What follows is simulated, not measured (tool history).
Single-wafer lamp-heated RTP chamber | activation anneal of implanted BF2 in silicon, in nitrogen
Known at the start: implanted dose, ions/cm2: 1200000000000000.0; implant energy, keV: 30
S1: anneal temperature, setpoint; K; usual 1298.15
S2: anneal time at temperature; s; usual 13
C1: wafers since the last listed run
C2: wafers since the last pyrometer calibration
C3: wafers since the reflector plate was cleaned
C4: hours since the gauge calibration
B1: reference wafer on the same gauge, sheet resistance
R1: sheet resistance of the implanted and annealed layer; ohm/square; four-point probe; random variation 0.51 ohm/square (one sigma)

| run | hour | S1 | S2 | C1 | C2 | C3 | C4 | B1 | R1 |
|---|---|---|---|---|---|---|---|---|---|
| 1 | 0 | 1298.15 | 17 | 0 | 554 | 10970 | 208.6 | 128.18 | 127.77 |
| 2 | 15.8 | 1298.15 | 17 | 314 | 868 | 11285 | 224.4 | 127.95 | 126.67 |
| 3 | 46.9 | 1298.15 | 13 | 619 | 1488 | 11904 | 255.5 | 128.15 | 128.97 |
|  | 64 | pyrometer window cleaned and pyrometer calibrated |
| 4 | 77.1 | 1298.15 | 13 | 442 | 261 | 12346 | 285.7 | 127.9 | 132.52 |
| 5 | 109.8 | 1298.15 | 13 | 651 | 912 | 12997 | 318.4 | 127.87 | 130.13 |
| 6 | 127.5 | 1298.15 | 13 | 352 | 1265 | 13350 | 336.1 | 127.96 | 129.14 |
|  | 146.7 | pyrometer window cleaned and pyrometer calibrated |
|  | 149.5 | reflector plate cleaned |
| 7 | 150 | 1298.15 | 13 | 233 | 10 | 10 | 358.6 | 128.04 | 137.72 |
| 8 | 158.9 | 1298.15 | 11 | 177 | 187 | 187 | 367.5 | 128.08 | 137.86 |
| 9 | 189.3 | 1298.15 | 11 | 605 | 793 | 793 | 397.9 | 128.06 | 134.17 |
| 10 | 204.7 | 1282.15 | 9 | 306 | 1099 | 1099 | 413.3 | 127.94 | 146.38 |
|  | 223.9 | pyrometer window cleaned and pyrometer calibrated |
| 11 | 224.4 | 1298.15 | 6 | 233 | 9 | 1332 | 433 | 127.96 | 147.44 |
|  | 228.2 | gauge calibrated |
| 12 | 235.1 | 1288.15 | 13 | 213 | 222 | 1545 | 6.9 | 128.01 | 140.86 |
| 13 | 258.9 | 1280.15 | 8 | 474 | 697 | 2019 | 30.7 | 128.05 | 150.74 |
| 14 | 276.8 | 1310.15 | 18 | 356 | 1053 | 2376 | 48.6 | 127.89 | 121.67 |
| 15 | 298.8 | 1273.15 | 19 | 438 | 1491 | 2814 | 70.6 | 127.98 | 140.69 |
|  | 319 | pyrometer window cleaned and pyrometer calibrated |
| 16 | 320.9 | 1298.15 | 13 | 280 | 38 | 3095 | 92.7 | 128.02 | 136.37 |
| 17 | 339.4 | 1298.15 | 13 | 368 | 406 | 3463 | 111.2 | 128.03 | 133.74 |
| 18 | 355 | 1298.15 | 13 | 310 | 717 | 3774 | 126.8 | 127.89 | 131.98 |

Hidden state at the last listed run before each entry between runs and at the first one after, where it differs:
Between runs 3 and 4: pyrometer window cleaned and pyrometer calibrated (hour 64)
  true wafer temperature minus pyrometer reading, K: 11.1 -> 4.74; wafer temperature error from the tarnished reflector plate, K: 8.22 -> 8.29
  measured less the result without the state, R1: -10.47 -> -7.38 ohm/square
Between runs 6 and 7: pyrometer window cleaned and pyrometer calibrated (hour 146.7); reflector plate cleaned (hour 149.5)
  true wafer temperature minus pyrometer reading, K: 10.4 -> 2.04; wafer temperature error from the tarnished reflector plate, K: 8.39 -> 0.681
  measured less the result without the state, R1: -10.22 -> -1.68 ohm/square
Between runs 10 and 11: pyrometer window cleaned and pyrometer calibrated (hour 223.9)
  true wafer temperature minus pyrometer reading, K: 10.3 -> 0.299; wafer temperature error from the tarnished reflector plate, K: 2.52 -> 3.08
  measured less the result without the state, R1: -10.15 -> -2.4 ohm/square
Between runs 11 and 12: gauge calibrated (hour 228.2)
  true wafer temperature minus pyrometer reading, K: 0.299 -> 3.7; wafer temperature error from the tarnished reflector plate, K: 3.08 -> 3.36
  measured less the result without the state, R1: -2.4 -> -5.17 ohm/square
Between runs 15 and 16: pyrometer window cleaned and pyrometer calibrated (hour 319)
  true wafer temperature minus pyrometer reading, K: 10.2 -> 0.732; wafer temperature error from the tarnished reflector plate, K: 4.79 -> 5.2
  measured less the result without the state, R1: -13.01 -> -3.56 ohm/square
